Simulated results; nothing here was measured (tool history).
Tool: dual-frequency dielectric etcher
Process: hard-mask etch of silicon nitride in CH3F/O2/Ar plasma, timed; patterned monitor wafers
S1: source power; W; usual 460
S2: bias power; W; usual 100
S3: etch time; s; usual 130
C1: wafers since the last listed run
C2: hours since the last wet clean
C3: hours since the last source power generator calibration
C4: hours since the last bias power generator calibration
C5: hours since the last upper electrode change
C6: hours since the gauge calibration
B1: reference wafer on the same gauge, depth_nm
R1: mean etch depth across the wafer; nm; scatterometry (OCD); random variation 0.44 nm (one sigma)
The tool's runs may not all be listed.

| run | hour | S1 | S2 | S3 | C1 | C2 | C3 | C4 | C5 | C6 | B1 | R1 |
|---|---|---|---|---|---|---|---|---|---|---|---|---|
| 1 | 0 | 460 | 100 | 116 | 0 | 364.2 | 4005.4 | 3819.3 | 3000.2 | 88 | 113.9 | 95.3 |
| 2 | 13.9 | 460 | 100 | 116 | 91 | 378.1 | 4019.3 | 3833.2 | 3014.1 | 101.9 | 113.9 | 94.7 |
| 3 | 28.9 | 380 | 100 | 105.5 | 98 | 393.1 | 4034.3 | 3848.2 | 3029.1 | 116.9 | 114.1 | 81.5 |
| 4 | 40.2 | 380 | 100 | 105.5 | 74 | 404.4 | 4045.6 | 3859.5 | 3040.4 | 128.2 | 114.1 | 82.1 |
| 5 | 46.6 | 380 | 100 | 105.5 | 42 | 410.8 | 4052 | 3865.9 | 3046.8 | 134.6 | 114 | 81.1 |
| 6 | 56.9 | 460 | 100 | 130 | 67 | 421.1 | 4062.3 | 3876.2 | 3057.1 | 144.9 | 114.1 | 105.9 |
|  | 90 | upper electrode replaced, of another model than before |
| 7 | 90.5 | 460 | 100 | 130 | 63 | 454.7 | 4095.9 | 3909.8 | 0.5 | 178.5 | 113.9 | 105.2 |
| 8 | 90.9 | 380 | 100 | 146 | 2 | 455.1 | 4096.3 | 3910.2 | 0.9 | 178.9 | 114 | 108.2 |
| 9 | 92.8 | 460 | 112 | 130 | 12 | 457 | 4098.2 | 3912.1 | 2.8 | 180.8 | 113.8 | 109.2 |
|  | 120.6 | wet clean of the chamber |
| 10 | 121.1 | 460 | 100 | 130 | 28 | 0.5 | 4126.5 | 3940.4 | 31.1 | 209.1 | 114.1 | 109.8 |
| 11 | 121.5 | 460 | 100 | 130 | 2 | 0.9 | 4126.9 | 3940.8 | 31.5 | 209.5 | 113.8 | 109.9 |
| 12 | 135.1 | 460 | 100 | 130 | 89 | 14.5 | 4140.5 | 3954.4 | 45.1 | 223.1 | 113.9 | 110.4 |
| 13 | 151.4 | 460 | 100 | 110 | 107 | 30.8 | 4156.8 | 3970.7 | 61.4 | 239.4 | 113.8 | 93.4 |
| 14 | 162.1 | 390 | 100 | 160.5 | 70 | 41.5 | 4167.5 | 3981.4 | 72.1 | 250.1 | 114 | 124.5 |
| 15 | 168.2 | 460 | 120 | 130 | 40 | 47.6 | 4173.6 | 3987.5 | 78.2 | 256.2 | 114.1 | 115.8 |
| 16 | 176.7 | 400 | 107 | 151.5 | 56 | 56.1 | 4182.1 | 3996 | 86.7 | 264.7 | 114 | 121.1 |
|  | 184.5 | bias power generator calibrated |
| 17 | 185.1 | 460 | 100 | 130 | 29 | 64.5 | 4190.5 | 0.6 | 95.1 | 273.1 | 113.9 | 108.9 |
| 18 | 200.9 | 490 | 100 | 130 | 104 | 80.3 | 4206.3 | 16.4 | 110.9 | 288.9 | 114.1 | 112.8 |
| 19 | 210.3 | 570 | 124 | 106.5 | 62 | 89.7 | 4215.7 | 25.8 | 120.3 | 298.3 | 113.9 | 105.5 |
|  | 222.2 | gauge calibrated |
|  | 225.9 | source power generator calibrated |
| 20 | 226.4 | 430 | 80 | 154.5 | 79 | 105.8 | 0.5 | 41.9 | 136.4 | 4.2 | 114.1 | 116.7 |
| 21 | 234.1 | 570 | 124 | 106.5 | 50 | 113.5 | 8.2 | 49.6 | 144.1 | 11.9 | 114 | 104.9 |
| 22 | 245.6 | 520 | 114 | 154 | 75 | 125 | 19.7 | 61.1 | 155.6 | 23.4 | 114 | 140.8 |
| 23 | 255.5 | 500 | 100 | 130 | 65 | 134.9 | 29.6 | 71 | 165.5 | 33.3 | 114 | 112 |
| 24 | 264.4 | 460 | 81 | 110 | 58 | 143.8 | 38.5 | 79.9 | 174.4 | 42.2 | 114 | 86 |
| 25 | 270.5 | 350 | 79 | 103.5 | 40 | 149.9 | 44.6 | 86 | 180.5 | 48.3 | 114 | 70.1 |
| 26 | 279.2 | 370 | 100 | 104 | 57 | 158.6 | 53.3 | 94.7 | 189.2 | 57 | 113.9 | 78.6 |
| 27 | 291 | 460 | 100 | 130 | 77 | 170.4 | 65.1 | 106.5 | 201 | 68.8 | 113.9 | 107.9 |

Forecast each of these 3 alternatives for the next run:
| A | 291.5 | 460 | 100 | 130 | 3 | 170.9 | 65.6 | 107 | 201.5 | 69.3 | ? | ? |
| B | 291.5 | 530 | 100 | 130 | 3 | 170.9 | 65.6 | 107 | 201.5 | 69.3 | ? | ? |
| C | 291.5 | 460 | 100 | 168 | 3 | 170.9 | 65.6 | 107 | 201.5 | 69.3 | ? | ? |

| run | B1 | R1 |
|---|---|---|
| A | 113.9 | 107.7 |
| B | 113.9 | 114.6 |
| C | 113.9 | 139.2 |
Without the tool's hidden state the same runs would have given:
| run | R1 |
|---|---|
| A | 110.2 |
| B | 117.3 |
| C | 142.5 |

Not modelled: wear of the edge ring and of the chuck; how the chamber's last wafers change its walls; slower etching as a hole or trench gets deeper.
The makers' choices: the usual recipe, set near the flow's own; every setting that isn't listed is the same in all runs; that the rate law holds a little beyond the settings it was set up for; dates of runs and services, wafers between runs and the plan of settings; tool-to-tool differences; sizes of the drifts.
